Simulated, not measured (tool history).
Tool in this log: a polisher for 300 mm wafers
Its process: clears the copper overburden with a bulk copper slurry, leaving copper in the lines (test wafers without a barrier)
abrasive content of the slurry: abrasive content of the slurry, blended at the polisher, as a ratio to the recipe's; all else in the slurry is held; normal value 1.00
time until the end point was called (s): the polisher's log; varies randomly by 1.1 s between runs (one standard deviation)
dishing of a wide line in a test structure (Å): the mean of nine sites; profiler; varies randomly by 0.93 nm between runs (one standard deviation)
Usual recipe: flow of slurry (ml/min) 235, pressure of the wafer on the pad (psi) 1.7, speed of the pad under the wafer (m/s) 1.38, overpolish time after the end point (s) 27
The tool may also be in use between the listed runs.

run	hour	flow of slurry (ml/min)	pressure of the wafer on the pad (psi)	speed of the pad under the wafer (m/s)	abrasive content of the slurry	overpolish time after the end point (s)	incoming thickness of the incoming film, nm	time until the end point was called (s)	dishing of a wide line in a test structure (Å)
1	0.0	235	1.7	1.38	1.00	27	738.0	123.1	604
2	56.9	235	1.7	1.38	1.00	27	738.4	122.2	613
3	113.8	235	1.7	1.38	1.00	27	741.3	123.3	605
4	139.3	235	1.7	1.38	1.00	27	734.6	120.7	600
# hour 156.1: worn pad replaced by a new one
# hour 167.2: slurry blender recalibrated
# hour 218.2: slurry nozzle cleaned
5	297.5	235	1.7	1.62	1.00	27	731.9	102.3	642
# hour 460.1: slurry blender recalibrated
# hour 472.0: worn pad replaced by a new one
6	483.8	235	1.7	1.62	1.00	27	736.9	103.0	655
# hour 528.8: head pressure recalibrated
7	534.9	235	1.7	1.38	1.00	27	745.6	121.5	599
8	704.7	270	1.7	1.38	1.00	27	743.5	120.3	616
9	747.5	235	1.3	1.38	1.00	27	740.3	158.2	508
10	779.7	235	1.7	1.38	1.00	27	738.8	119.4	622
# hour 786.3: slurry blender recalibrated
# hour 790.5: worn pad replaced by a new one
11	834.9	235	1.7	1.38	1.00	27	744.2	122.7	608
12	898.4	235	2.2	1.38	1.00	27	742.4	97.7	701
# hour 931.7: slurry nozzle cleaned
13	932.2	155	1.7	1.38	1.20	27	738.7	121.4	595
# hour 1052.7: slurry blender recalibrated
# hour 1062.1: worn pad replaced by a new one
14	1129.3	315	1.7	1.38	1.00	27	746.1	118.4	613
15	1200.7	235	1.9	1.38	1.00	27	729.4	108.2	638
16	1271.2	235	1.7	1.38	1.00	38	745.2	122.8	673
17	1299.5	300	1.7	1.66	1.00	27	728.3	97.1	655
18	1336.9	205	1.7	0.98	1.00	42	749.4	176.5	632
# hour 1376.7: worn pad replaced by a new one
# hour 1396.0: slurry blender recalibrated
19	1402.0	235	1.7	1.38	1.00	27	748.4	124.3	599
20	1450.8	315	1.7	1.38	1.00	27	733.3	119.5	602
21	1515.3	260	1.7	1.38	1.30	27	727.1	113.2	633
22	1552.6	235	2.0	1.10	1.10	41	727.0	124.8	725

What was the tool's hidden state at every run in the log?
removal rate lost through wear of the pad, %: 0, the same for each run
slurry flow missing at the pad, %: 0, the same for each run
deviation of the head's pressure from its setpoint, %: 0, the same for each run
abrasive missing from the slurry, %: 0, the same for each run
